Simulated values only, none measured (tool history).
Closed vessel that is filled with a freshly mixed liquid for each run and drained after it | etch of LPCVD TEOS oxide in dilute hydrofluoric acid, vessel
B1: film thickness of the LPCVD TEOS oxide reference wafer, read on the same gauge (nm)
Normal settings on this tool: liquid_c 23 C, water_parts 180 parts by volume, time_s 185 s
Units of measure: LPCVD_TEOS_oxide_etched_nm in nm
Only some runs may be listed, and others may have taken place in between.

Run 1, hour 0: usual settings; B1 150.01. Result: LPCVD_TEOS_oxide_etched_nm 22.15 nm.
Run 2, hour 64.3: usual settings; B1 149.99. Result: LPCVD_TEOS_oxide_etched_nm 22.11 nm.
At hour 110.9: gauge calibrated.
Run 3, hour 115: usual settings; B1 149.97. Result: LPCVD_TEOS_oxide_etched_nm 22.36 nm.
Run 4, hour 191.3: usual settings; B1 149.99. Result: LPCVD_TEOS_oxide_etched_nm 22.32 nm.
Run 5, hour 230.7: usual settings; B1 150.04. Result: LPCVD_TEOS_oxide_etched_nm 22.29 nm.
Run 6, hour 297.6: usual settings; B1 149.99. Result: LPCVD_TEOS_oxide_etched_nm 22.58 nm.
Run 7, hour 467.1: usual settings; B1 149.98. Result: LPCVD_TEOS_oxide_etched_nm 22.79 nm.
At hour 537.5: hydrofluoric acid flow meter replaced.
Run 8, hour 542: usual settings; B1 150.01. Result: LPCVD_TEOS_oxide_etched_nm 22.88 nm.
Run 9, hour 634.2: usual settings but water_parts 160 parts by volume; B1 150.03. Result: LPCVD_TEOS_oxide_etched_nm 26.51 nm.
Run 10, hour 697.3: usual settings; B1 150.01. Result: LPCVD_TEOS_oxide_etched_nm 22.62 nm.
Run 11, hour 767.4: usual settings; B1 150.04. Result: LPCVD_TEOS_oxide_etched_nm 22.84 nm.
Run 12, hour 849.4: usual settings; B1 150.02. Result: LPCVD_TEOS_oxide_etched_nm 23.29 nm.
At hour 887.1: thermometer replaced.
Run 13, hour 905.6: usual settings; B1 149.97. Result: LPCVD_TEOS_oxide_etched_nm 21.61 nm.
Run 14, hour 975.6: usual settings; B1 150. Result: LPCVD_TEOS_oxide_etched_nm 21.73 nm.
Run 15, hour 1039.1: usual settings but time_s 160 s; B1 150.01. Result: LPCVD_TEOS_oxide_etched_nm 18.7 nm.
At hour 1066.4: hydrofluoric acid flow meter replaced.
Run 16, hour 1136.7: usual settings but liquid_c 25 C, water_parts 240 parts by volume; B1 149.97. Result: LPCVD_TEOS_oxide_etched_nm 16.49 nm.
Run 17, hour 1178.1: usual settings; B1 150. Result: LPCVD_TEOS_oxide_etched_nm 21.45 nm.
Run 18, hour 1263.8: usual settings but liquid_c 19.5 C, water_parts 220 parts by volume; B1 150. Result: LPCVD_TEOS_oxide_etched_nm 14.92 nm.
Run 19, hour 1350.4: usual settings but liquid_c 19 C, water_parts 100 parts by volume, time_s 120 s; B1 149.99. Result: LPCVD_TEOS_oxide_etched_nm 23.93 nm.
At hour 1442.7: gauge calibrated.
Run 20, hour 1451.9: usual settings but liquid_c 18.5 C, water_parts 130 parts by volume; B1 150.02. Result: LPCVD_TEOS_oxide_etched_nm 26.66 nm.
Run 21, hour 1532.8: usual settings but liquid_c 19 C, time_s 145 s; B1 150.01. Result: LPCVD_TEOS_oxide_etched_nm 14.83 nm.
Run 22, hour 1602.8: usual settings but liquid_c 26 C, water_parts 150 parts by volume; B1 149.99. Result: LPCVD_TEOS_oxide_etched_nm 30.88 nm.
At hour 1614.8: hydrofluoric acid flow meter replaced.
Run 23, hour 1655.1: usual settings but time_s 235 s; B1 150.01. Result: LPCVD_TEOS_oxide_etched_nm 28.19 nm.
Run 24, hour 1703.2: usual settings; B1 149.99. Result: LPCVD_TEOS_oxide_etched_nm 22.22 nm.
Run 25, hour 1774.4: usual settings but liquid_c 25 C, water_parts 235 parts by volume, time_s 220 s; B1 150.01. Result: LPCVD_TEOS_oxide_etched_nm 20.45 nm.
Run 26, hour 1843.7: usual settings but liquid_c 27 C, water_parts 95 parts by volume, time_s 130 s; B1 149.97. Result: LPCVD_TEOS_oxide_etched_nm 38.9 nm.
Run 27, hour 2042.1: usual settings but liquid_c 20.5 C, water_parts 100 parts by volume, time_s 285 s; B1 150. Result: LPCVD_TEOS_oxide_etched_nm 62.71 nm.
At hour 2049.2: thermometer replaced.
Run 28, hour 2113.7: usual settings but water_parts 145 parts by volume; B1 149.98. Result: LPCVD_TEOS_oxide_etched_nm 27.84 nm.
Run 29, hour 2194.4: usual settings but liquid_c 19 C, time_s 265 s; B1 149.98. Result: LPCVD_TEOS_oxide_etched_nm 26.59 nm.
At hour 2200: hydrofluoric acid flow meter replaced.
Run 30, hour 2295.7: usual settings but liquid_c 24.5 C, water_parts 105 parts by volume, time_s 230 s; B1 149.99. Result: LPCVD_TEOS_oxide_etched_nm 53.41 nm.
Run 31, hour 2376.3: usual settings; B1 150.05. Result: LPCVD_TEOS_oxide_etched_nm 21.86 nm.

Measured result minus the same run's result without the hidden state. Both carry the same run-to-run variation, though not necessarily the same gauge scatter:
What the log doesn't record here: liquid hotter than its thermometer reads (K); hydrofluoric acid flow above the setpoint (%); gauge reads high (%).
run  LPCVD_TEOS_oxide_etched_nm
  1                       +0.72
  2                       +0.78
  3                       +0.84
  4                       +0.91
  5                       +0.95
  6                       +1.04
  7                       +1.22
  8                       +1.31
  9                       +1.63
 10                       +1.44
 11                       +1.52
 12                       +1.63
 13                       +0.04
 14                        +0.1
 15                       +0.14
 16                        +0.2
 17                        +0.3
 18                       +0.28
 19                       +0.58
 20                       +0.77
 21                       +0.48
 22                       +1.04
 23                       +1.02
 24                       +0.86
 25                       +0.81
 26                       +1.78
 27                       +3.63
 28                       +0.14
 29                       +0.24
 30                       +0.75
 31                       +0.38
